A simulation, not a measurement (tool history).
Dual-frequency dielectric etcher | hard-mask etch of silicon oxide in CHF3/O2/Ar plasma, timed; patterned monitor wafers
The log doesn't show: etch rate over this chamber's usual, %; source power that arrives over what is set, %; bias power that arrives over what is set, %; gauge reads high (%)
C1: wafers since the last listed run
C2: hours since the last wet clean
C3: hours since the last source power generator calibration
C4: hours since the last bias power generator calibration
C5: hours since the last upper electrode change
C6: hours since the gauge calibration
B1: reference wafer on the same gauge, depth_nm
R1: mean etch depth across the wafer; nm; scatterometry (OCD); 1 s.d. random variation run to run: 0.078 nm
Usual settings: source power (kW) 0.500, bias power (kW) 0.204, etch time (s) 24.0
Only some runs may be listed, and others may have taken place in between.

run 1 hour=0.0 | source_power_(kW)=0.500 bias_power_(kW)=0.230 etch_time_(s)=24.0 | C1=0 C2=190.3 C3=3659.1 C4=4970.4 C5=5112.7 C6=488.3 | B1=58.88 | R1=54.89
run 2 hour=101.4 | source_power_(kW)=0.500 bias_power_(kW)=0.204 etch_time_(s)=24.0 | C1=1437 C2=291.7 C3=3760.5 C4=5071.8 C5=5214.1 C6=589.7 | B1=58.86 | R1=51.12
run 3 hour=119.6 | source_power_(kW)=0.500 bias_power_(kW)=0.218 etch_time_(s)=24.0 | C1=258 C2=309.9 C3=3778.7 C4=5090.0 C5=5232.3 C6=607.9 | B1=58.92 | R1=52.92
run 4 hour=132.2 | source_power_(kW)=0.500 bias_power_(kW)=0.218 etch_time_(s)=24.0 | C1=178 C2=322.5 C3=3791.3 C4=5102.6 C5=5244.9 C6=620.5 | B1=58.90 | R1=52.99
-- hour=184.5 upper electrode replaced
-- hour=189.7 wet clean of the chamber
run 5 hour=190.2 | source_power_(kW)=0.500 bias_power_(kW)=0.218 etch_time_(s)=24.0 | C1=408 C2=0.5 C3=3849.3 C4=5160.6 C5=5.7 C6=678.5 | B1=58.86 | R1=53.86
run 6 hour=200.5 | source_power_(kW)=0.410 bias_power_(kW)=0.168 etch_time_(s)=26.0 | C1=146 C2=10.8 C3=3859.6 C4=5170.9 C5=16.0 C6=688.8 | B1=58.90 | R1=44.84
run 7 hour=219.2 | source_power_(kW)=0.550 bias_power_(kW)=0.183 etch_time_(s)=26.0 | C1=265 C2=29.5 C3=3878.3 C4=5189.6 C5=34.7 C6=707.5 | B1=58.89 | R1=55.25
run 8 hour=245.0 | source_power_(kW)=0.540 bias_power_(kW)=0.241 etch_time_(s)=24.0 | C1=365 C2=55.3 C3=3904.1 C4=5215.4 C5=60.5 C6=733.3 | B1=58.90 | R1=58.90
run 9 hour=271.3 | source_power_(kW)=0.380 bias_power_(kW)=0.234 etch_time_(s)=18.5 | C1=372 C2=81.6 C3=3930.4 C4=5241.7 C5=86.8 C6=759.6 | B1=58.93 | R1=36.88
run 10 hour=284.1 | source_power_(kW)=0.500 bias_power_(kW)=0.204 etch_time_(s)=24.0 | C1=181 C2=94.4 C3=3943.2 C4=5254.5 C5=99.6 C6=772.4 | B1=58.90 | R1=51.83
run 11 hour=299.1 | source_power_(kW)=0.450 bias_power_(kW)=0.223 etch_time_(s)=29.5 | C1=212 C2=109.4 C3=3958.2 C4=5269.5 C5=114.6 C6=787.4 | B1=58.92 | R1=62.95
run 12 hour=321.1 | source_power_(kW)=0.410 bias_power_(kW)=0.168 etch_time_(s)=26.0 | C1=311 C2=131.4 C3=3980.2 C4=5291.5 C5=136.6 C6=809.4 | B1=58.91 | R1=44.89
run 13 hour=335.3 | source_power_(kW)=0.500 bias_power_(kW)=0.173 etch_time_(s)=24.0 | C1=201 C2=145.6 C3=3994.4 C4=5305.7 C5=150.8 C6=823.6 | B1=58.90 | R1=46.90
-- hour=350.2 bias power generator calibrated
run 14 hour=367.6 | source_power_(kW)=0.500 bias_power_(kW)=0.204 etch_time_(s)=24.0 | C1=401 C2=177.9 C3=4026.7 C4=17.4 C5=183.1 C6=855.9 | B1=58.89 | R1=51.63
run 15 hour=392.7 | source_power_(kW)=0.400 bias_power_(kW)=0.159 etch_time_(s)=20.5 | C1=355 C2=203.0 C3=4051.8 C4=42.5 C5=208.2 C6=881.0 | B1=58.90 | R1=33.60
run 16 hour=420.9 | source_power_(kW)=0.500 bias_power_(kW)=0.190 etch_time_(s)=24.0 | C1=399 C2=231.2 C3=4080.0 C4=70.7 C5=236.4 C6=909.2 | B1=58.90 | R1=49.35
run 17 hour=451.3 | source_power_(kW)=0.500 bias_power_(kW)=0.204 etch_time_(s)=24.0 | C1=430 C2=261.6 C3=4110.4 C4=101.1 C5=266.8 C6=939.6 | B1=58.88 | R1=51.40
run 18 hour=466.4 | source_power_(kW)=0.500 bias_power_(kW)=0.204 etch_time_(s)=17.0 | C1=214 C2=276.7 C3=4125.5 C4=116.2 C5=281.9 C6=954.7 | B1=58.90 | R1=36.31
-- hour=470.7 gauge calibrated
run 19 hour=481.6 | source_power_(kW)=0.500 bias_power_(kW)=0.204 etch_time_(s)=24.0 | C1=215 C2=291.9 C3=4140.7 C4=131.4 C5=297.1 C6=10.9 | B1=58.91 | R1=51.39
-- hour=513.7 source power generator calibrated
run 20 hour=514.2 | source_power_(kW)=0.500 bias_power_(kW)=0.165 etch_time_(s)=30.0 | C1=405 C2=324.5 C3=0.5 C4=164.0 C5=329.7 C6=43.5 | B1=58.90 | R1=55.63
run 21 hour=527.2 | source_power_(kW)=0.550 bias_power_(kW)=0.250 etch_time_(s)=26.0 | C1=184 C2=337.5 C3=13.5 C4=177.0 C5=342.7 C6=56.5 | B1=58.91 | R1=63.97
run 22 hour=553.6 | source_power_(kW)=0.500 bias_power_(kW)=0.157 etch_time_(s)=27.5 | C1=374 C2=363.9 C3=39.9 C4=203.4 C5=369.1 C6=82.9 | B1=58.88 | R1=49.36
run 23 hour=578.3 | source_power_(kW)=0.570 bias_power_(kW)=0.218 etch_time_(s)=26.5 | C1=350 C2=388.6 C3=64.6 C4=228.1 C5=393.8 C6=107.6 | B1=58.95 | R1=61.60
-- hour=612.7 wet clean of the chamber
run 24 hour=613.2 | source_power_(kW)=0.540 bias_power_(kW)=0.240 etch_time_(s)=19.5 | C1=154 C2=0.5 C3=99.5 C4=263.0 C5=428.7 C6=142.5 | B1=58.93 | R1=47.27
run 25 hour=627.6 | source_power_(kW)=0.500 bias_power_(kW)=0.204 etch_time_(s)=24.0 | C1=204 C2=14.9 C3=113.9 C4=277.4 C5=443.1 C6=156.9 | B1=58.93 | R1=51.10
run 26 hour=654.5 | source_power_(kW)=0.380 bias_power_(kW)=0.204 etch_time_(s)=29.5 | C1=381 C2=41.8 C3=140.8 C4=304.3 C5=470.0 C6=183.8 | B1=58.87 | R1=53.86
run 27 hour=758.0 | source_power_(kW)=0.500 bias_power_(kW)=0.204 etch_time_(s)=24.0 | C1=1467 C2=145.3 C3=244.3 C4=407.8 C5=573.5 C6=287.3 | B1=58.92 | R1=50.80
run 28 hour=807.4 | source_power_(kW)=0.500 bias_power_(kW)=0.254 etch_time_(s)=18.0 | C1=700 C2=194.7 C3=293.7 C4=457.2 C5=622.9 C6=336.7 | B1=58.88 | R1=42.87
run 29 hour=832.5 | source_power_(kW)=0.500 bias_power_(kW)=0.218 etch_time_(s)=24.0 | C1=355 C2=219.8 C3=318.8 C4=482.3 C5=648.0 C6=361.8 | B1=58.92 | R1=52.58

Below are 5 alternative next runs, each starting from the tool's condition after run 29. Predict each:
run A hour=832.9 | source_power_(kW)=0.610 bias_power_(kW)=0.204 etch_time_(s)=24.0 | C1=5 C2=220.2 C3=319.2 C4=482.7 C5=648.4 C6=362.2 | B1=? | R1=?
run B hour=832.9 | source_power_(kW)=0.560 bias_power_(kW)=0.204 etch_time_(s)=24.0 | C1=5 C2=220.2 C3=319.2 C4=482.7 C5=648.4 C6=362.2 | B1=? | R1=?
run C hour=832.9 | source_power_(kW)=0.420 bias_power_(kW)=0.184 etch_time_(s)=29.5 | C1=5 C2=220.2 C3=319.2 C4=482.7 C5=648.4 C6=362.2 | B1=? | R1=?
run D hour=832.9 | source_power_(kW)=0.610 bias_power_(kW)=0.204 etch_time_(s)=18.5 | C1=5 C2=220.2 C3=319.2 C4=482.7 C5=648.4 C6=362.2 | B1=? | R1=?
run E hour=832.9 | source_power_(kW)=0.450 bias_power_(kW)=0.204 etch_time_(s)=21.0 | C1=5 C2=220.2 C3=319.2 C4=482.7 C5=648.4 C6=362.2 | B1=? | R1=?

run=A B1=58.90 R1=55.98
run=B B1=58.90 R1=53.64
run=C B1=58.90 R1=53.32
run=D B1=58.90 R1=43.15
run=E B1=58.90 R1=41.85
What these runs would have given with no unlogged condition in the tool:
run=A R1=56.33
run=B R1=53.98
run=C R1=53.66
run=D R1=43.42
run=E R1=42.12

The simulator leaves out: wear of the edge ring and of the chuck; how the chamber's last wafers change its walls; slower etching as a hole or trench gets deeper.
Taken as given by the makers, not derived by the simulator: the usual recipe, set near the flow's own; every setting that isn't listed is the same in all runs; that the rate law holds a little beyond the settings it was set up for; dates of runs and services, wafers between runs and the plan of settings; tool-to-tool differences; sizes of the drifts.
